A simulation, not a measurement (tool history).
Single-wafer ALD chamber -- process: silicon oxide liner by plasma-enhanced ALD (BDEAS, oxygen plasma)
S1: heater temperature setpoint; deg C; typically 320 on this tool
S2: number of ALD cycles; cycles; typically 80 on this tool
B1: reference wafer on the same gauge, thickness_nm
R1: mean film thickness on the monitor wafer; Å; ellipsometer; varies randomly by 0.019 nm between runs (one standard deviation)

{"run": 1, "hour": 0.0, "S1": 330, "S2": 80, "B1": 8.981, "R1": 73.53}
{"run": 2, "hour": 11.2, "S1": 320, "S2": 90, "B1": 8.98, "R1": 84.11}
{"run": 3, "hour": 17.7, "S1": 320, "S2": 90, "B1": 8.981, "R1": 84.21}
{"run": 4, "hour": 55.2, "S1": 320, "S2": 90, "B1": 8.981, "R1": 84.47}
{"run": 5, "hour": 62.9, "S1": 320, "S2": 80, "B1": 8.983, "R1": 75.05}
{"run": 6, "hour": 79.7, "S1": 320, "S2": 80, "B1": 8.986, "R1": 74.88}
{"run": 7, "hour": 93.3, "S1": 325, "S2": 80, "B1": 8.981, "R1": 74.2}
{"run": 8, "hour": 101.1, "S1": 325, "S2": 80, "B1": 8.981, "R1": 74.12}
{"run": 9, "hour": 109.0, "S1": 320, "S2": 89, "B1": 8.98, "R1": 83.52}
{"run": 10, "hour": 117.8, "S1": 320, "S2": 80, "B1": 8.985, "R1": 74.79}
{"run": 11, "hour": 123.9, "S1": 320, "S2": 80, "B1": 8.978, "R1": 74.82}
{"run": 12, "hour": 140.8, "S1": 326, "S2": 80, "B1": 8.979, "R1": 74.24}
{"run": 13, "hour": 148.4, "S1": 326, "S2": 80, "B1": 8.977, "R1": 74.07}
{"run": 14, "hour": 161.7, "S1": 326, "S2": 80, "B1": 8.98, "R1": 74.13}
{"run": 15, "hour": 170.8, "S1": 328, "S2": 80, "B1": 8.981, "R1": 73.78}
{"run": 16, "hour": 186.7, "S1": 328, "S2": 80, "B1": 8.981, "R1": 73.64}
{"run": 17, "hour": 204.4, "S1": 320, "S2": 80, "B1": 8.976, "R1": 74.67}
{"run": 18, "hour": 221.5, "S1": 316, "S2": 68, "B1": 8.979, "R1": 63.99}
{"run": 19, "hour": 232.5, "S1": 320, "S2": 80, "B1": 8.985, "R1": 74.9}
{"run": 20, "hour": 241.8, "S1": 325, "S2": 65, "B1": 8.98, "R1": 60.08}
{"run": 21, "hour": 251.9, "S1": 330, "S2": 74, "B1": 8.982, "R1": 67.94}
{"run": 22, "hour": 263.6, "S1": 320, "S2": 80, "B1": 8.976, "R1": 74.84}
{"run": 23, "hour": 286.0, "S1": 320, "S2": 80, "B1": 8.98, "R1": 74.99}
{"run": 24, "hour": 292.3, "S1": 314, "S2": 67, "B1": 8.976, "R1": 63.13}
{"run": 25, "hour": 308.7, "S1": 320, "S2": 80, "B1": 8.984, "R1": 75.08}
{"run": 26, "hour": 324.3, "S1": 331, "S2": 87, "B1": 8.978, "R1": 80.13}
{"run": 27, "hour": 341.0, "S1": 320, "S2": 80, "B1": 8.981, "R1": 74.92}
{"run": 28, "hour": 355.0, "S1": 328, "S2": 80, "B1": 8.98, "R1": 74.06}
{"run": 29, "hour": 369.4, "S1": 320, "S2": 70, "B1": 8.98, "R1": 65.61}
{"run": 30, "hour": 384.9, "S1": 312, "S2": 73, "B1": 8.982, "R1": 69.09}
{"run": 31, "hour": 398.0, "S1": 328, "S2": 75, "B1": 8.982, "R1": 69.16}
{"run": 32, "hour": 409.7, "S1": 330, "S2": 95, "B1": 8.98, "R1": 87.65}
{"run": 33, "hour": 443.9, "S1": 320, "S2": 73, "B1": 8.979, "R1": 68.07}
{"run": 34, "hour": 451.1, "S1": 316, "S2": 66, "B1": 8.984, "R1": 62.01}
{"run": 35, "hour": 468.9, "S1": 320, "S2": 92, "B1": 8.98, "R1": 86.31}

Missing from the log above: 2 entries noted between runs. For each, name the pair of listed runs it sits between and say how the tool's hidden condition differs from the listed run just before to the listed run just after:
After run 19, before run 20: gauge calibrated (hour 240.5)
  nothing in the hidden state changes from one run to the other
After run 22, before run 23: thermocouple changed; heater temperature recalibrated (hour 285.5)
  nothing in the hidden state changes from one run to the other
